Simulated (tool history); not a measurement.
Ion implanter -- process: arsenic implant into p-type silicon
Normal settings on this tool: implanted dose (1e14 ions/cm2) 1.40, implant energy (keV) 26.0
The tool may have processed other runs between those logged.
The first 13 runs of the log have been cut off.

run	day	implanted dose (1e14 ions/cm2)	implant energy (keV)	wafers since the last listed run	hours since the last dose calibration	hours since the extraction supply was calibrated	hours since the gauge calibration	read-back reference wafer on the same gauge, sheet resistance	sheet resistance of the implanted and annealed layer (ohm/square)
# day 43.033: extraction supply calibrated
14	43.492	1.73	26.0	1958	104.6	11.0	1415.5	566.15	406.65
15	47.829	1.59	26.0	2672	208.7	115.1	1519.6	565.96	432.03
16	51.058	1.40	26.0	1989	286.2	192.6	1597.1	565.94	474.01
17	54.283	1.40	26.0	1986	363.6	270.0	1674.5	566.09	473.65
18	56.396	1.59	33.5	1301	414.3	320.7	1725.2	566.29	415.32
19	58.354	1.01	17.5	1206	461.3	367.7	1772.2	565.92	640.60
20	70.029	1.21	31.5	7192	741.5	647.9	2052.4	566.01	509.28
# day 77.733: gauge calibrated
21	80.146	1.40	34.0	6232	984.3	890.7	57.9	565.89	456.12
22	83.075	1.81	34.0	1804	1054.6	961.0	128.2	565.93	381.89
23	86.212	1.40	26.0	1932	1129.9	1036.3	203.5	566.29	478.65
24	87.833	1.81	34.0	998	1168.8	1075.2	242.4	566.03	381.66
25	91.967	1.64	32.5	2546	1268.0	1174.4	341.6	566.37	412.94
26	93.838	1.09	19.5	1152	1312.9	1219.3	386.5	565.79	602.62
27	96.488	1.79	26.0	1632	1376.5	1282.9	450.1	565.88	401.65
28	98.371	1.69	17.0	1160	1421.7	1328.1	495.3	565.83	446.57
29	101.138	1.29	29.5	1704	1488.1	1394.5	561.7	566.18	498.08
30	102.854	1.07	28.5	1057	1529.3	1435.7	602.9	566.28	573.76
31	106.379	1.40	18.5	2171	1613.9	1520.3	687.5	565.93	508.43
32	110.579	1.40	26.0	2587	1714.7	1621.1	788.3	565.81	483.73
33	114.604	1.73	26.0	2479	1811.3	1717.7	884.9	566.12	416.53
34	117.104	1.40	26.0	1540	1871.3	1777.7	944.9	566.26	487.01
# day 117.700: Faraday cup replaced and dose calibrated
35	118.833	1.68	21.0	859	27.2	1819.2	986.4	566.01	430.90

4 options for the next run, each taken on its own from the tool as it stands now. Forecast them:
A	118.850	1.09	26.0	10	27.6	1819.6	986.8	?	?
B	118.850	1.40	19.0	10	27.6	1819.6	986.8	?	?
C	118.850	1.80	26.0	10	27.6	1819.6	986.8	?	?
D	118.850	1.56	30.5	10	27.6	1819.6	986.8	?	?

run	read-back reference wafer on the same gauge, sheet resistance	sheet resistance of the implanted and annealed layer (ohm/square)
A	566.29	568.26
B	566.29	500.49
C	566.29	397.07
D	566.29	429.40
With no hidden state in the tool, these same runs would have given:
run	sheet resistance of the implanted and annealed layer (ohm/square)
A	567.69
B	500.21
C	396.84
D	429.06

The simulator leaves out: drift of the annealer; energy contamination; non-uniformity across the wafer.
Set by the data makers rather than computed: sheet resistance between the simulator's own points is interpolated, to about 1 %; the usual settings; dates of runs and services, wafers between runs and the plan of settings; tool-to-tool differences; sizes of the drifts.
